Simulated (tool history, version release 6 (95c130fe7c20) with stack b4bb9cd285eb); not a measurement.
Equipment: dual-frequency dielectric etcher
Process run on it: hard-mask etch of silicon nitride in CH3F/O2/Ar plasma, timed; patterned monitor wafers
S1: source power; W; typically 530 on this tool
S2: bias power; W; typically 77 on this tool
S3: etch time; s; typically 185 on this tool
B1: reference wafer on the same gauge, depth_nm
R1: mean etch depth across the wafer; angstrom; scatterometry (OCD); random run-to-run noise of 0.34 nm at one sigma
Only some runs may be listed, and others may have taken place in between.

| run | hour | S1 | S2 | S3 | B1 | R1 |
|---|---|---|---|---|---|---|
| 1 | 0 | 530 | 77 | 185 | 119.5 | 1373 |
| 2 | 68.6 | 530 | 77 | 185 | 119.5 | 1364 |
| 3 | 101 | 530 | 77 | 185 | 119.3 | 1364 |
| 4 | 127.9 | 530 | 77 | 185 | 119.2 | 1365 |
| 5 | 159 | 530 | 77 | 185 | 119.1 | 1362 |
| 6 | 188 | 530 | 77 | 153 | 119 | 1124 |
| 7 | 202.1 | 530 | 77 | 185 | 118.9 | 1360 |
| 8 | 233.4 | 530 | 77 | 185 | 118.6 | 1354 |
| 9 | 245.8 | 530 | 77 | 185 | 118.5 | 1353 |
| 10 | 259.5 | 530 | 77 | 185 | 118.4 | 1357 |
| 11 | 291.7 | 570 | 77 | 185 | 118.3 | 1377 |
| 12 | 320.6 | 570 | 77 | 185 | 118 | 1377 |
|  | 331 | gauge calibrated |
| 13 | 343.2 | 530 | 63 | 185 | 119.7 | 1291 |
|  | 384.7 | upper electrode replaced |
| 14 | 385.2 | 530 | 63 | 185 | 119.7 | 1287 |
| 15 | 386.1 | 530 | 95 | 138.5 | 119.8 | 1098 |

Run 16 has not been measured yet. What should we expect?
|  | 402.1 | source power generator calibrated |
| 16 | 402.6 | 530 | 77 | 185 | ? | ? |

Run 16 produced B1 119.7, R1 1368 angstrom.
On a tool with no hidden condition, and with the same random variation, this run would have come out at R1 1371 angstrom.

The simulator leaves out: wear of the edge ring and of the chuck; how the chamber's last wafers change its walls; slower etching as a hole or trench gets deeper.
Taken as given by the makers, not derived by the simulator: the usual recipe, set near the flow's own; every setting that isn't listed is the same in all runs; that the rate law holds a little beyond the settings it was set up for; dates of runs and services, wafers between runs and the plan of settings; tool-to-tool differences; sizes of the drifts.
